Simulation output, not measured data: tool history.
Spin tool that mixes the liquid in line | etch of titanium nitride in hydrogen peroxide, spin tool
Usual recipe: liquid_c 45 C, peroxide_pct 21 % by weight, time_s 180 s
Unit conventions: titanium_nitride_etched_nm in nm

| run | hour | liquid_c | peroxide_pct | time_s | wafers since the last listed run | hours since the thermometer was replaced | hours since the peroxide flow meter was replaced | hours since the heated supply line was repaired | hours since the drum of peroxide was connected | hours since the gauge calibration | read-back film thickness of the titanium nitride reference wafer, read on the same gauge (nm) | titanium_nitride_etched_nm |
|---|---|---|---|---|---|---|---|---|---|---|---|---|
| 1 | 0 | 45 | 21 | 180 | 0 | 1536.4 | 740 | 3672.7 | 540.4 | 373.8 | 48.84 | 4.212 |
| 2 | 29.2 | 45 | 22.5 | 105 | 131 | 1565.6 | 769.2 | 3701.9 | 569.6 | 403 | 48.821 | 2.495 |
| 3 | 56.8 | 45 | 22.5 | 105 | 124 | 1593.2 | 796.8 | 3729.5 | 597.2 | 430.6 | 48.838 | 2.517 |
| 4 | 82.3 | 45 | 22.5 | 105 | 114 | 1618.7 | 822.3 | 3755 | 622.7 | 456.1 | 48.751 | 2.486 |
| 5 | 98.6 | 45 | 16 | 180 | 73 | 1635 | 838.6 | 3771.3 | 639 | 472.4 | 48.779 | 4.023 |
| 6 | 111.9 | 45 | 16 | 180 | 59 | 1648.3 | 851.9 | 3784.6 | 652.3 | 485.7 | 48.817 | 3.949 |
|  | 123.5 | heated supply line repaired |
| 7 | 137.8 | 45 | 21 | 180 | 112 | 1674.2 | 877.8 | 14.3 | 678.2 | 511.6 | 48.777 | 4.252 |
| 8 | 166.6 | 45 | 21 | 155 | 129 | 1703 | 906.6 | 43.1 | 707 | 540.4 | 48.729 | 3.645 |
| 9 | 181.2 | 45 | 21 | 155 | 65 | 1717.6 | 921.2 | 57.7 | 721.6 | 555 | 48.745 | 3.622 |
| 10 | 200.1 | 45 | 21 | 155 | 85 | 1736.5 | 940.1 | 76.6 | 740.5 | 573.9 | 48.751 | 3.632 |
|  | 213.8 | peroxide flow meter replaced |
| 11 | 226.4 | 52.5 | 19 | 130 | 113 | 1762.8 | 12.6 | 102.9 | 766.8 | 600.2 | 48.731 | 5.193 |
|  | 238.7 | new drum of peroxide connected |
|  | 239.8 | gauge calibrated |
| 12 | 257.3 | 54.5 | 21 | 150 | 134 | 1793.7 | 43.5 | 133.8 | 18.6 | 17.5 | 49.942 | 7.208 |
|  | 339.9 | thermometer replaced |
| 13 | 347.2 | 37.5 | 17 | 180 | 400 | 7.3 | 133.4 | 223.7 | 108.5 | 107.4 | 49.555 | 2.328 |
| 14 | 363 | 36.5 | 19 | 280 | 71 | 23.1 | 149.2 | 239.5 | 124.3 | 123.2 | 49.518 | 3.406 |
| 15 | 380.4 | 45 | 21 | 215 | 78 | 40.5 | 166.6 | 256.9 | 141.7 | 140.6 | 49.44 | 5.08 |
| 16 | 407.3 | 40.5 | 25 | 280 | 121 | 67.4 | 193.5 | 283.8 | 168.6 | 167.5 | 49.374 | 4.978 |
| 17 | 424.8 | 45 | 21 | 105 | 78 | 84.9 | 211 | 301.3 | 186.1 | 185 | 49.313 | 2.499 |
| 18 | 524.7 | 45 | 21 | 180 | 449 | 184.8 | 310.9 | 401.2 | 286 | 284.9 | 49.124 | 4.293 |
| 19 | 542.4 | 51 | 17.5 | 125 | 79 | 202.5 | 328.6 | 418.9 | 303.7 | 302.6 | 49.103 | 4.426 |
| 20 | 562 | 35.5 | 27 | 105 | 88 | 222.1 | 348.2 | 438.5 | 323.3 | 322.2 | 49.114 | 1.271 |
| 21 | 587.6 | 38.5 | 21 | 90 | 115 | 247.7 | 373.8 | 464.1 | 348.9 | 347.8 | 49.077 | 1.284 |
| 22 | 619.4 | 45 | 21 | 180 | 143 | 279.5 | 405.6 | 495.9 | 380.7 | 379.6 | 49.052 | 4.287 |
| 23 | 633.6 | 45 | 21 | 180 | 63 | 293.7 | 419.8 | 510.1 | 394.9 | 393.8 | 49.045 | 4.257 |
| 24 | 649.1 | 45 | 21 | 180 | 69 | 309.2 | 435.3 | 525.6 | 410.4 | 409.3 | 48.991 | 4.274 |
| 25 | 667.4 | 40.5 | 24.5 | 255 | 82 | 327.5 | 453.6 | 543.9 | 428.7 | 427.6 | 49.045 | 4.436 |

Consider 4 possible next runs. They are alternatives, not a sequence: every one starts from the tool as it was left by run 25. What does each give?
| A | 667.9 | 45 | 24.5 | 180 | 2 | 328 | 454.1 | 544.4 | 429.2 | 428.1 | ? | ? |
| B | 667.9 | 45 | 18 | 180 | 2 | 328 | 454.1 | 544.4 | 429.2 | 428.1 | ? | ? |
| C | 667.9 | 41 | 21 | 135 | 2 | 328 | 454.1 | 544.4 | 429.2 | 428.1 | ? | ? |
| D | 667.9 | 45 | 21 | 245 | 2 | 328 | 454.1 | 544.4 | 429.2 | 428.1 | ? | ? |

| run | read-back film thickness of the titanium nitride reference wafer, read on the same gauge (nm) | titanium_nitride_etched_nm |
|---|---|---|
| A | 49.075 | 4.392 |
| B | 49.075 | 4.111 |
| C | 49.075 | 2.356 |
| D | 49.075 | 5.782 |
Stripped of hidden state, with their random variation kept, the same runs would have yielded:
| run | titanium_nitride_etched_nm |
|---|---|
| A | 4.481 |
| B | 4.193 |
| C | 2.403 |
| D | 5.899 |
